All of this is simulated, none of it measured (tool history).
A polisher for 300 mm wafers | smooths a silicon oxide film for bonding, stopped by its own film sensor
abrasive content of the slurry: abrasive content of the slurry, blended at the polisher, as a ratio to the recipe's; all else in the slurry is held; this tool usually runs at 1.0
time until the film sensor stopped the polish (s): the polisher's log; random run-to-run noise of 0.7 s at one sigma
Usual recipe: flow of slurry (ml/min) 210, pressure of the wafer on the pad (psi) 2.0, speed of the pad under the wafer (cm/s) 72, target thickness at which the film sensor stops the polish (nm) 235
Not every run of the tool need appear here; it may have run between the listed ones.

run	day	flow of slurry (ml/min)	pressure of the wafer on the pad (psi)	speed of the pad under the wafer (cm/s)	abrasive content of the slurry	target thickness at which the film sensor stops the polish (nm)	wafers since the last listed run	wafers polished on this pad	hours since the slurry nozzle was cleaned	hours since the head pressure was calibrated	hours since the slurry blender was calibrated	incoming thickness of the incoming film, nm	time until the film sensor stopped the polish (s)
1	0.000	210	2.0	72	1.0	235	0	1411	332.5	354.9	284.4	284.1	87.6
# day 1.896: head pressure recalibrated
2	2.575	210	2.0	72	1.0	235	742	2153	394.3	16.3	346.2	279.9	80.4
3	4.517	210	2.4	72	1.0	235	578	2731	440.9	62.9	392.8	276.5	65.8
# day 5.408: slurry blender recalibrated
# day 5.467: worn pad replaced by a new one
# day 7.083: slurry nozzle cleaned
4	7.858	210	2.4	72	1.0	235	940	699	18.6	143.1	58.8	276.5	64.6
5	9.683	210	2.0	72	1.0	246	543	1242	62.4	186.9	102.6	282.9	66.3
6	12.021	210	2.0	72	1.0	246	696	1939	118.5	243.0	158.7	278.5	58.6
7	14.838	210	2.0	72	1.0	235	838	2777	186.1	310.6	226.3	281.2	84.1
# day 18.350: worn pad replaced by a new one
8	19.838	210	2.0	58	1.0	235	1439	443	306.1	430.6	346.3	282.7	102.3
9	21.912	210	2.0	58	1.0	235	617	1061	355.9	480.4	396.1	278.5	92.3
# day 23.683: slurry blender recalibrated
# day 24.212: head pressure recalibrated
10	26.375	210	2.0	58	1.0	235	1279	2340	463.0	51.9	64.6	279.3	94.4
# day 27.679: slurry nozzle cleaned
11	29.188	210	2.6	72	1.0	227	825	3165	36.2	119.4	132.1	280.9	79.1
# day 30.842: worn pad replaced by a new one
12	33.296	280	2.0	72	1.1	235	1173	730	134.8	218.0	230.7	279.6	75.1
13	37.783	210	2.0	84	1.0	235	1336	2066	242.5	325.7	338.4	278.0	69.0
14	41.146	210	2.0	72	1.0	235	1001	3068	323.2	406.4	419.1	278.9	77.5
# day 41.858: head pressure recalibrated
# day 42.542: worn pad replaced by a new one
15	42.783	210	2.0	58	1.0	235	413	71	362.5	22.2	458.4	282.6	100.4
# day 43.500: slurry blender recalibrated
# day 44.654: slurry nozzle cleaned
16	45.879	265	2.0	94	1.0	229	884	956	29.4	96.5	57.1	283.8	77.3
17	48.958	280	2.0	60	1.0	235	916	1873	103.3	170.4	131.0	283.9	98.3
18	51.633	210	1.4	72	1.0	235	796	2669	167.5	234.6	195.2	279.6	102.3
19	53.333	210	1.4	72	1.2	235	506	3176	208.3	275.4	236.0	282.2	100.7
# day 54.450: worn pad replaced by a new one
20	57.379	210	2.0	72	1.0	246	1155	871	305.4	372.5	333.1	282.4	65.9

What differs in the tool's unlogged condition from the final listed run ahead of each entry between runs to the first listed run following it?
Run 1 -> run 2: head pressure recalibrated (day 1.896)
  nothing in the hidden state changes from one run to the other
Run 3 -> run 4: slurry blender recalibrated (day 5.408); worn pad replaced by a new one (day 5.467); slurry nozzle cleaned (day 7.083)
  nothing in the hidden state changes from one run to the other
Run 7 -> run 8: worn pad replaced by a new one (day 18.350)
  nothing in the hidden state changes from one run to the other
Run 9 -> run 10: slurry blender recalibrated (day 23.683); head pressure recalibrated (day 24.212)
  nothing in the hidden state changes from one run to the other
Run 10 -> run 11: slurry nozzle cleaned (day 27.679)
  nothing in the hidden state changes from one run to the other
Run 11 -> run 12: worn pad replaced by a new one (day 30.842)
  nothing in the hidden state changes from one run to the other
Run 14 -> run 15: head pressure recalibrated (day 41.858); worn pad replaced by a new one (day 42.542)
  nothing in the hidden state changes from one run to the other
Run 15 -> run 16: slurry blender recalibrated (day 43.500); slurry nozzle cleaned (day 44.654)
  nothing in the hidden state changes from one run to the other
Run 19 -> run 20: worn pad replaced by a new one (day 54.450)
  nothing in the hidden state changes from one run to the other

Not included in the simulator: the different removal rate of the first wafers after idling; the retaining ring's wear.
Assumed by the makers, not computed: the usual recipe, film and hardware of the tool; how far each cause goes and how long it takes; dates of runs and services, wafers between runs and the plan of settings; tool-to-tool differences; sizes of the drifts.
